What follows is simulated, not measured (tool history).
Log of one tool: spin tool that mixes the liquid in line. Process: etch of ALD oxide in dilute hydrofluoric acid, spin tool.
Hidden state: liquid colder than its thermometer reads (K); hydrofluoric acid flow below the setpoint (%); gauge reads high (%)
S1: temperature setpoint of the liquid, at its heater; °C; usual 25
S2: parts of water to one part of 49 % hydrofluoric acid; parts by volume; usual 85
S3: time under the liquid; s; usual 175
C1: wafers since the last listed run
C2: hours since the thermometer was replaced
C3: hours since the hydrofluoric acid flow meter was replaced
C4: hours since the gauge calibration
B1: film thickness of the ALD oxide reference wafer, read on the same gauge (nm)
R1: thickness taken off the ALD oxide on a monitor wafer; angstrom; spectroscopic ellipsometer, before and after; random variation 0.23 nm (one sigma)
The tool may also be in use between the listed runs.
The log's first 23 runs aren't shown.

run 24 hour=1393.6 | S1=25 S2=85 S3=80 | C1=498 C2=883.3 C3=251.1 C4=736.1 | B1=100 | R1=99.8
run 25 hour=1429.2 | S1=20 S2=70 S3=175 | C1=279 C2=918.9 C3=286.7 C4=771.7 | B1=100 | R1=224.9
-- hour=1502.4 thermometer replaced
run 26 hour=1603.8 | S1=28.5 S2=105 S3=205 | C1=1361 C2=101.4 C3=461.3 C4=946.3 | B1=100 | R1=231
run 27 hour=1669.5 | S1=22 S2=75 S3=110 | C1=515 C2=167.1 C3=527 C4=1012 | B1=100.03 | R1=135.8
run 28 hour=1740.8 | S1=28 S2=70 S3=245 | C1=559 C2=238.4 C3=598.3 C4=1083.3 | B1=99.98 | R1=416.8
run 29 hour=1794.3 | S1=25 S2=85 S3=175 | C1=419 C2=291.9 C3=651.8 C4=1136.8 | B1=100 | R1=211
run 30 hour=1823.8 | S1=25 S2=85 S3=80 | C1=231 C2=321.4 C3=681.3 C4=1166.3 | B1=100 | R1=96.6
run 31 hour=1853.6 | S1=27 S2=105 S3=175 | C1=233 C2=351.2 C3=711.1 C4=1196.1 | B1=100 | R1=178.8
-- hour=1899.7 hydrofluoric acid flow meter replaced
run 32 hour=1909 | S1=25 S2=85 S3=175 | C1=426 C2=406.6 C3=9.3 C4=1251.5 | B1=100 | R1=230.1

4 ways to go on from here, each from the tool as it stands after run 32. What would each give?
run A hour=1909.5 | S1=25 S2=85 S3=175 | C1=3 C2=407.1 C3=9.8 C4=1252 | B1=? | R1=?
run B hour=1909.5 | S1=25 S2=105 S3=140 | C1=3 C2=407.1 C3=9.8 C4=1252 | B1=? | R1=?
run C hour=1909.5 | S1=20.5 S2=70 S3=175 | C1=3 C2=407.1 C3=9.8 C4=1252 | B1=? | R1=?
run D hour=1909.5 | S1=25 S2=55 S3=175 | C1=3 C2=407.1 C3=9.8 C4=1252 | B1=? | R1=?

run=A B1=100.02 R1=225.7
run=B B1=100.02 R1=142.4
run=C B1=100.02 R1=232.5
run=D B1=100.02 R1=363
Without the tool's hidden state the same runs would have given:
run=A R1=228.5
run=B R1=144.3
run=C R1=235.3
run=D R1=367.4
